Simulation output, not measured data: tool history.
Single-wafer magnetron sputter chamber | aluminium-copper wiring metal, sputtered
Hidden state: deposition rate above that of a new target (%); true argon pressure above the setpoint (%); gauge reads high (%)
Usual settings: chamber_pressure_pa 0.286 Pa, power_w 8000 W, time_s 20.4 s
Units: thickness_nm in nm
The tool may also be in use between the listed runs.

| run | hour | chamber_pressure_pa | power_w | time_s | wafers since the last listed run | wafers on the sputter target | hours since the last manometer calibration | hours since the magnet pack was replaced | hours since the gauge calibration | read-back reference wafer on the same gauge, thickness_nm | thickness_nm |
|---|---|---|---|---|---|---|---|---|---|---|---|
| 1 | 0 | 0.26 | 8000 | 20.4 | 0 | 1335 | 1186.8 | 10856.1 | 164.6 | 258.147 | 307.571 |
| 2 | 9.1 | 0.26 | 8000 | 20.4 | 286 | 1622 | 1195.9 | 10865.2 | 173.7 | 258.053 | 308.624 |
| 3 | 23 | 0.286 | 8000 | 17.5 | 437 | 2060 | 1209.8 | 10879.1 | 187.6 | 257.838 | 261.066 |
| 4 | 36 | 0.286 | 8000 | 20.4 | 409 | 2469 | 1222.8 | 10892.1 | 200.6 | 257.823 | 305.183 |
| 5 | 46.5 | 0.286 | 8000 | 20.4 | 330 | 2800 | 1233.3 | 10902.6 | 211.1 | 257.966 | 303.888 |
| 6 | 61.8 | 0.286 | 8000 | 20.4 | 482 | 3282 | 1248.6 | 10917.9 | 226.4 | 257.764 | 304.172 |
| 7 | 78.9 | 0.286 | 8000 | 20.4 | 538 | 3821 | 1265.7 | 10935 | 243.5 | 257.892 | 304.976 |
| 8 | 86.6 | 0.286 | 8000 | 20.4 | 242 | 4064 | 1273.4 | 10942.7 | 251.2 | 257.952 | 306.147 |
| 9 | 101.8 | 0.286 | 8000 | 20.4 | 478 | 4543 | 1288.6 | 10957.9 | 266.4 | 257.954 | 304.759 |
| 10 | 113.6 | 0.286 | 8000 | 20.4 | 371 | 4914 | 1300.4 | 10969.7 | 278.2 | 257.929 | 304.499 |
| 11 | 128.7 | 0.245 | 8000 | 20.4 | 475 | 5390 | 1315.5 | 10984.8 | 293.3 | 257.91 | 308.511 |
|  | 150.7 | magnet pack replaced |
| 12 | 151.2 | 0.245 | 8000 | 20.4 | 456 | 5847 | 1338 | 0.5 | 315.8 | 258.173 | 309.267 |
| 13 | 157 | 0.286 | 8000 | 20.4 | 182 | 6030 | 1343.8 | 6.3 | 321.6 | 258.19 | 305.423 |
| 14 | 174.7 | 0.286 | 6400 | 23.3 | 557 | 6587 | 1361.5 | 24 | 339.3 | 258.025 | 281.329 |
|  | 185.3 | sputter target and shields replaced |
| 15 | 191.7 | 0.286 | 8000 | 20.4 | 283 | 202 | 1378.5 | 41 | 356.3 | 258.07 | 304.745 |
| 16 | 205.4 | 0.184 | 8000 | 20.4 | 431 | 634 | 1392.2 | 54.7 | 370 | 257.894 | 315.899 |
|  | 218.6 | gauge calibrated |
|  | 221.8 | capacitance manometer re-zeroed and calibrated |
| 17 | 222.3 | 0.286 | 8000 | 20.4 | 280 | 914 | 0.5 | 71.6 | 3.7 | 257.891 | 303.262 |
| 18 | 223.5 | 0.286 | 8000 | 20.4 | 37 | 952 | 1.7 | 72.8 | 4.9 | 258.016 | 304.578 |
| 19 | 238.7 | 0.188 | 7400 | 16.8 | 478 | 1431 | 16.9 | 88 | 20.1 | 257.976 | 242.277 |
| 20 | 255.5 | 0.286 | 7300 | 20.4 | 529 | 1960 | 33.7 | 104.8 | 36.9 | 257.995 | 280.892 |
| 21 | 301.5 | 0.368 | 9200 | 17.9 | 1449 | 3410 | 79.7 | 150.8 | 82.9 | 257.835 | 296.527 |
| 22 | 308 | 0.286 | 9850 | 20.4 | 204 | 3614 | 86.2 | 157.3 | 89.4 | 257.98 | 370.776 |
| 23 | 324.2 | 0.392 | 6200 | 18.4 | 510 | 4125 | 102.4 | 173.5 | 105.6 | 258.168 | 208.234 |
| 24 | 338 | 0.286 | 9050 | 20.4 | 434 | 4560 | 116.2 | 187.3 | 119.4 | 257.939 | 343.822 |
| 25 | 351.5 | 0.207 | 7050 | 18.4 | 425 | 4985 | 129.7 | 200.8 | 132.9 | 258.001 | 251.874 |

5 ways to go on from here, each from the tool as it stands after run 25. What would each give?
| A | 351.9 | 0.286 | 8000 | 24.2 | 12 | 4998 | 130.1 | 201.2 | 133.3 | ? | ? |
| B | 351.9 | 0.187 | 8800 | 18.5 | 12 | 4998 | 130.1 | 201.2 | 133.3 | ? | ? |
| C | 351.9 | 0.286 | 6150 | 20.4 | 12 | 4998 | 130.1 | 201.2 | 133.3 | ? | ? |
| D | 351.9 | 0.386 | 9750 | 16.8 | 12 | 4998 | 130.1 | 201.2 | 133.3 | ? | ? |
| E | 351.9 | 0.317 | 6600 | 20.4 | 12 | 4998 | 130.1 | 201.2 | 133.3 | ? | ? |

| run | read-back reference wafer on the same gauge, thickness_nm | thickness_nm |
|---|---|---|
| A | 258 | 361.168 |
| B | 258 | 313.796 |
| C | 258 | 237.393 |
| D | 258 | 292.006 |
| E | 258 | 250.809 |
Without the tool's hidden state the same runs would have given:
| run | thickness_nm |
|---|---|
| A | 361.168 |
| B | 313.796 |
| C | 237.393 |
| D | 292.006 |
| E | 250.809 |
